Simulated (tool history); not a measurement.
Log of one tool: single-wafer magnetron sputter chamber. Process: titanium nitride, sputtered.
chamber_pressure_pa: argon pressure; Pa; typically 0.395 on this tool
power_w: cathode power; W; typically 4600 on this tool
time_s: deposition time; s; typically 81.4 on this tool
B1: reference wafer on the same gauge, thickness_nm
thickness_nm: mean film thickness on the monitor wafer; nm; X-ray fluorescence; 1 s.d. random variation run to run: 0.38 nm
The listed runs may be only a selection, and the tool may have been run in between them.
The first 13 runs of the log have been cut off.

run 14 hour=1156.9 | chamber_pressure_pa=0.435 power_w=4600 time_s=81.4 | B1=77.066 | thickness_nm=76.688
run 15 hour=1225.5 | chamber_pressure_pa=0.546 power_w=4600 time_s=81.4 | B1=76.961 | thickness_nm=73.479
-- hour=1258.9 capacitance manometer re-zeroed and calibrated
run 16 hour=1325.9 | chamber_pressure_pa=0.395 power_w=4600 time_s=81.4 | B1=76.909 | thickness_nm=76.613
run 17 hour=1426.8 | chamber_pressure_pa=0.471 power_w=4600 time_s=81.4 | B1=77.028 | thickness_nm=73.718
run 18 hour=1469.8 | chamber_pressure_pa=0.516 power_w=3800 time_s=76.3 | B1=77.318 | thickness_nm=56.417
run 19 hour=1540.2 | chamber_pressure_pa=0.348 power_w=5300 time_s=68.9 | B1=77.258 | thickness_nm=76.206
-- hour=1609.3 sputter target and shields replaced
run 20 hour=1616.7 | chamber_pressure_pa=0.395 power_w=5100 time_s=93.9 | B1=76.845 | thickness_nm=97.19
run 21 hour=1681.9 | chamber_pressure_pa=0.395 power_w=4600 time_s=74 | B1=76.999 | thickness_nm=69.203
run 22 hour=1731.1 | chamber_pressure_pa=0.28 power_w=5050 time_s=66.1 | B1=77.05 | thickness_nm=72.805
run 23 hour=1809.3 | chamber_pressure_pa=0.28 power_w=5050 time_s=66.1 | B1=76.962 | thickness_nm=71.75
run 24 hour=1902.5 | chamber_pressure_pa=0.287 power_w=5000 time_s=77.1 | B1=77.172 | thickness_nm=83.247
run 25 hour=1942.6 | chamber_pressure_pa=0.395 power_w=3950 time_s=81.4 | B1=77.148 | thickness_nm=66.739
run 26 hour=2019.9 | chamber_pressure_pa=0.395 power_w=4600 time_s=81.4 | B1=76.977 | thickness_nm=77.266
run 27 hour=2102.6 | chamber_pressure_pa=0.279 power_w=4600 time_s=81.4 | B1=77.095 | thickness_nm=82.059
run 28 hour=2162.2 | chamber_pressure_pa=0.395 power_w=4300 time_s=81.4 | B1=77.019 | thickness_nm=71.761
run 29 hour=2219.9 | chamber_pressure_pa=0.395 power_w=4600 time_s=76.1 | B1=77.081 | thickness_nm=72.544
-- hour=2314.6 sputter target and shields replaced
run 30 hour=2315.1 | chamber_pressure_pa=0.31 power_w=4950 time_s=96.5 | B1=77.026 | thickness_nm=101.731
run 31 hour=2398.4 | chamber_pressure_pa=0.395 power_w=4600 time_s=81.4 | B1=77.136 | thickness_nm=76.253
run 32 hour=2479.9 | chamber_pressure_pa=0.489 power_w=3500 time_s=91.6 | B1=77.053 | thickness_nm=63.882
run 33 hour=2579.6 | chamber_pressure_pa=0.395 power_w=4150 time_s=81.4 | B1=77.174 | thickness_nm=69.542
run 34 hour=2682.2 | chamber_pressure_pa=0.266 power_w=4600 time_s=69.1 | B1=76.996 | thickness_nm=69.524

Consider 4 possible next runs. They are alternatives, not a sequence: every one starts from the tool as it was left by run 34. What does each give?
run A hour=2682.6 | chamber_pressure_pa=0.395 power_w=4600 time_s=81.4 | B1=? | thickness_nm=?
run B hour=2682.6 | chamber_pressure_pa=0.48 power_w=4600 time_s=81.4 | B1=? | thickness_nm=?
run C hour=2682.6 | chamber_pressure_pa=0.395 power_w=4600 time_s=67.8 | B1=? | thickness_nm=?
run D hour=2682.6 | chamber_pressure_pa=0.31 power_w=4250 time_s=81.4 | B1=? | thickness_nm=?

run=A B1=76.965 thickness_nm=77.642
run=B B1=76.965 thickness_nm=74.683
run=C B1=76.965 thickness_nm=64.67
run=D B1=76.965 thickness_nm=74.799
Without the tool's unlogged condition, the same runs would have read:
run=A thickness_nm=76.628
run=B thickness_nm=73.443
run=C thickness_nm=63.825
run=D thickness_nm=74.098

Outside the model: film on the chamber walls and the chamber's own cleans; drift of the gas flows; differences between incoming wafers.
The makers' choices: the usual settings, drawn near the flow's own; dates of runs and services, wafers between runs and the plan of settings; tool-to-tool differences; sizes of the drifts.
